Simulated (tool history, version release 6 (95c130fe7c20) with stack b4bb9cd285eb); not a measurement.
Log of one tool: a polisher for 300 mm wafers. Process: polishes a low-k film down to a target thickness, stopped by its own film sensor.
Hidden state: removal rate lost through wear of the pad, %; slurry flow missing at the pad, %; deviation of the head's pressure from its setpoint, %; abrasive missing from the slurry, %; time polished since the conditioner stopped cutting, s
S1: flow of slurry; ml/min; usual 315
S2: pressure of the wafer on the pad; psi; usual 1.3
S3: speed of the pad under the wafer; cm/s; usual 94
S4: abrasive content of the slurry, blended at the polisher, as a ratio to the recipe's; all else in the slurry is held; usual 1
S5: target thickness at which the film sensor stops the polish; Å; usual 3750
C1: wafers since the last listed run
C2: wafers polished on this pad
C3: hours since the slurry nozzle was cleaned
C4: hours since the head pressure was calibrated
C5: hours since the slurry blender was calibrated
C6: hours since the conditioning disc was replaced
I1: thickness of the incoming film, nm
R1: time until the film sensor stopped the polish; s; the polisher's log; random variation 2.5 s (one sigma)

run 1 day=0 | S1=315 S2=1.3 S3=94 S4=1 S5=3750 | C1=0 C2=409 C3=364.2 C4=275.7 C5=157.3 C6=92.9 | I1=406.4 | R1=122.2
run 2 day=1.804 | S1=315 S2=1.3 S3=94 S4=1 S5=3750 | C1=404 C2=814 C3=407.5 C4=319 C5=200.6 C6=136.2 | I1=403.9 | R1=117.4
run 3 day=4.429 | S1=315 S2=1.3 S3=112 S4=1 S5=3750 | C1=588 C2=1402 C3=470.5 C4=382 C5=263.6 C6=199.2 | I1=409.9 | R1=119.1
-- day=5.938 slurry blender recalibrated
-- day=6.488 head pressure recalibrated
-- day=7.658 worn pad replaced by a new one
-- day=10.742 conditioning disc replaced and pad reconditioned
run 4 day=11.754 | S1=315 S2=1.3 S3=112 S4=1 S5=3750 | C1=1548 C2=899 C3=646.3 C4=126.4 C5=139.6 C6=24.3 | I1=412.7 | R1=127.6
run 5 day=13.246 | S1=315 S2=1.3 S3=112 S4=1 S5=3750 | C1=334 C2=1233 C3=682.1 C4=162.2 C5=175.4 C6=60.1 | I1=410.8 | R1=124.3
run 6 day=15.762 | S1=315 S2=1.3 S3=94 S4=1 S5=3750 | C1=564 C2=1797 C3=742.5 C4=222.6 C5=235.8 C6=120.5 | I1=406.5 | R1=123.6
-- day=15.967 worn pad replaced by a new one
run 7 day=16.967 | S1=275 S2=1.6 S3=94 S4=1 S5=3750 | C1=232 C2=224 C3=771.4 C4=251.5 C5=264.7 C6=149.4 | I1=403.1 | R1=96.1
-- day=18.658 slurry nozzle cleaned
run 8 day=18.879 | S1=275 S2=1.6 S3=94 S4=1 S5=3750 | C1=419 C2=643 C3=5.3 C4=297.4 C5=310.6 C6=195.3 | I1=407.9 | R1=110.9
-- day=19.288 slurry blender recalibrated
run 9 day=21.75 | S1=315 S2=1.3 S3=94 S4=1 S5=3750 | C1=624 C2=1268 C3=74.2 C4=366.3 C5=59.1 C6=264.2 | I1=404.9 | R1=121.7
run 10 day=22.762 | S1=315 S2=1.3 S3=94 S4=1 S5=3750 | C1=226 C2=1495 C3=98.5 C4=390.6 C5=83.4 C6=288.5 | I1=408.6 | R1=135.7
run 11 day=24.033 | S1=395 S2=1.3 S3=76 S4=0.8 S5=3650 | C1=284 C2=1780 C3=129 C4=421.1 C5=113.9 C6=319 | I1=404.5 | R1=205.3
-- day=24.242 worn pad replaced by a new one
-- day=24.658 head pressure recalibrated
-- day=26.425 conditioning disc replaced and pad reconditioned
run 12 day=26.658 | S1=315 S2=1.3 S3=94 S4=1 S5=3640 | C1=513 C2=504 C3=192 C4=48 C5=176.9 C6=5.6 | I1=410.2 | R1=179.4
run 13 day=28.342 | S1=315 S2=1.3 S3=94 S4=1 S5=3650 | C1=377 C2=882 C3=232.4 C4=88.4 C5=217.3 C6=46 | I1=407.4 | R1=166.6
-- day=30.504 slurry blender recalibrated
run 14 day=30.908 | S1=220 S2=1.3 S3=94 S4=1 S5=3750 | C1=556 C2=1438 C3=294 C4=150 C5=9.7 C6=107.6 | I1=404.2 | R1=123.7
run 15 day=31.979 | S1=315 S2=1.3 S3=120 S4=1 S5=3750 | C1=240 C2=1678 C3=319.7 C4=175.7 C5=35.4 C6=133.3 | I1=405.2 | R1=102
-- day=33.096 worn pad replaced by a new one
run 16 day=34.912 | S1=315 S2=1.3 S3=94 S4=0.8 S5=3750 | C1=620 C2=406 C3=390.1 C4=246.1 C5=105.8 C6=203.7 | I1=403.9 | R1=131.5
run 17 day=36.454 | S1=315 S2=1.1 S3=78 S4=0.7 S5=3750 | C1=345 C2=752 C3=427.1 C4=283.1 C5=142.8 C6=240.7 | I1=404.7 | R1=197.6
run 18 day=39.242 | S1=315 S2=1.3 S3=94 S4=1 S5=3750 | C1=624 C2=1377 C3=494 C4=350 C5=209.7 C6=307.6 | I1=412.2 | R1=148
-- day=40.162 head pressure recalibrated
-- day=41.308 worn pad replaced by a new one
run 19 day=42.05 | S1=315 S2=1.3 S3=94 S4=1 S5=3750 | C1=573 C2=166 C3=561.4 C4=45.3 C5=277.1 C6=375 | I1=408.3 | R1=135.4
-- day=42.929 slurry blender recalibrated
-- day=43.808 conditioning disc replaced and pad reconditioned
run 20 day=44.2 | S1=270 S2=1 S3=94 S4=1 S5=3700 | C1=444 C2=610 C3=613 C4=96.9 C5=30.5 C6=9.4 | I1=402.8 | R1=170

Hidden state at the last listed run before each entry between runs and at the first one after, where it differs:
Between runs 3 and 4: slurry blender recalibrated (day 5.938); head pressure recalibrated (day 6.488); worn pad replaced by a new one (day 7.658); conditioning disc replaced and pad reconditioned (day 10.742)
  no hidden state differs between the two runs
Between runs 6 and 7: worn pad replaced by a new one (day 15.967)
  no hidden state differs between the two runs
Between runs 7 and 8: slurry nozzle cleaned (day 18.658)
  no hidden state differs between the two runs
Between runs 8 and 9: slurry blender recalibrated (day 19.288)
  no hidden state differs between the two runs
Between runs 11 and 12: worn pad replaced by a new one (day 24.242); head pressure recalibrated (day 24.658); conditioning disc replaced and pad reconditioned (day 26.425)
  no hidden state differs between the two runs
Between runs 13 and 14: slurry blender recalibrated (day 30.504)
  no hidden state differs between the two runs
Between runs 15 and 16: worn pad replaced by a new one (day 33.096)
  no hidden state differs between the two runs
Between runs 18 and 19: head pressure recalibrated (day 40.162); worn pad replaced by a new one (day 41.308)
  no hidden state differs between the two runs
Between runs 19 and 20: slurry blender recalibrated (day 42.929); conditioning disc replaced and pad reconditioned (day 43.808)
  no hidden state differs between the two runs

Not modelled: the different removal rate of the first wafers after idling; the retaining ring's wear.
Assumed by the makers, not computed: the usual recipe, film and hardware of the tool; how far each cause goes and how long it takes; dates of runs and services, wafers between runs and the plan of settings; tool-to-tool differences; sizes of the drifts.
